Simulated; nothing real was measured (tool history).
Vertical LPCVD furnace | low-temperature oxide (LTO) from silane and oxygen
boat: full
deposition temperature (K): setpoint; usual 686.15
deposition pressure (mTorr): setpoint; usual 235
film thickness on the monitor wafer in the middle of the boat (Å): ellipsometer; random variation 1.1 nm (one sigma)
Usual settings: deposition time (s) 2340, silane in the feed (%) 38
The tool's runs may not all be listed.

run	day	deposition temperature (K)	deposition pressure (mTorr)	deposition time (s)	silane in the feed (%)	wafers since the last listed run	hours since the last temperature calibration	hours since the pressure gauge was zeroed	hours since the silane flow controller was replaced	hours since the gauge calibration	read-back reference wafer on the same gauge, thickness	film thickness on the monitor wafer in the middle of the boat (Å)
1	0	686.15	235	2340	38	0	4215.7	3414.8	5483.4	1238.8	357.81	3908.5
2	2.517	686.15	235	2340	38	528	4276.1	3475.2	5543.8	1299.2	357.84	3918.7
3	7.233	686.15	235	2340	44	990	4389.3	3588.4	5657	1412.4	358.01	4676.9
4	10.442	686.15	235	2340	38	673	4466.3	3665.4	5734	1489.4	357.96	3949.1
5	14.662	686.15	235	2340	38	886	4567.6	3766.7	5835.3	1590.7	358.1	3931.9
6	17.45	686.15	235	2340	38	585	4634.5	3833.6	5902.2	1657.6	357.79	3951.1
# day 19.529: thermocouples replaced and temperature profile calibrated
# day 20.367: gauge calibrated
7	21.558	686.15	270	3000	38	652	48.7	3932.2	6000.8	28.6	358.28	5563.5
# day 23.721: silane flow controller replaced
8	23.742	686.15	235	2340	38	248	101.1	3984.6	0.5	81	357.73	3935
9	24.754	686.15	235	2340	38	212	125.4	4008.9	24.8	105.3	357.89	3926.7
10	28.658	686.15	235	2340	38	820	219.1	4102.6	118.5	199	357.8	3934.8
11	30.8	679.15	220	2340	38	449	270.5	4154	169.9	250.4	358.07	3412.2
12	34.596	686.15	235	2340	45	797	361.6	4245.1	261	341.5	358.05	4736.3
13	37.725	686.15	235	2610	38	657	436.7	4320.2	336.1	416.6	358.32	4349.5
# day 41.121: pressure gauge zeroed
14	42.138	686.15	235	1770	35	716	542.6	24.4	442	522.5	358.24	2651.9
15	45.646	680.15	280	2340	38	736	626.8	108.6	526.2	606.7	358	4377
16	48.283	686.15	185	2340	43	554	690.1	171.9	589.5	670	358.01	3540.1
17	54.254	679.15	220	2340	38	1254	833.4	315.2	732.8	813.3	357.74	3362.7
18	58.258	693.15	235	2340	38	841	929.5	411.3	828.9	909.4	358.1	4171.8
19	60.575	686.15	235	2340	38	486	985.1	466.9	884.5	965	357.58	3856.6

Forecast each of these 5 alternatives for the next run:
A	60.8	686.15	185	2340	38	47	990.5	472.3	889.9	970.4	?	?
B	60.8	686.15	235	2970	32	47	990.5	472.3	889.9	970.4	?	?
C	60.8	686.15	275	1500	38	47	990.5	472.3	889.9	970.4	?	?
D	60.8	676.15	260	2340	38	47	990.5	472.3	889.9	970.4	?	?
E	60.8	686.15	220	3060	32	47	990.5	472.3	889.9	970.4	?	?

run	read-back reference wafer on the same gauge, thickness	film thickness on the monitor wafer in the middle of the boat (Å)
A	358.23	3045.7
B	358.23	3907.3
C	358.23	2902.2
D	358.23	3839.2
E	358.23	3768.7
Without the tool's hidden state the same runs would have given:
run	film thickness on the monitor wafer in the middle of the boat (Å)
A	3088.8
B	3984.5
C	2943.2
D	3894.4
E	3843.2
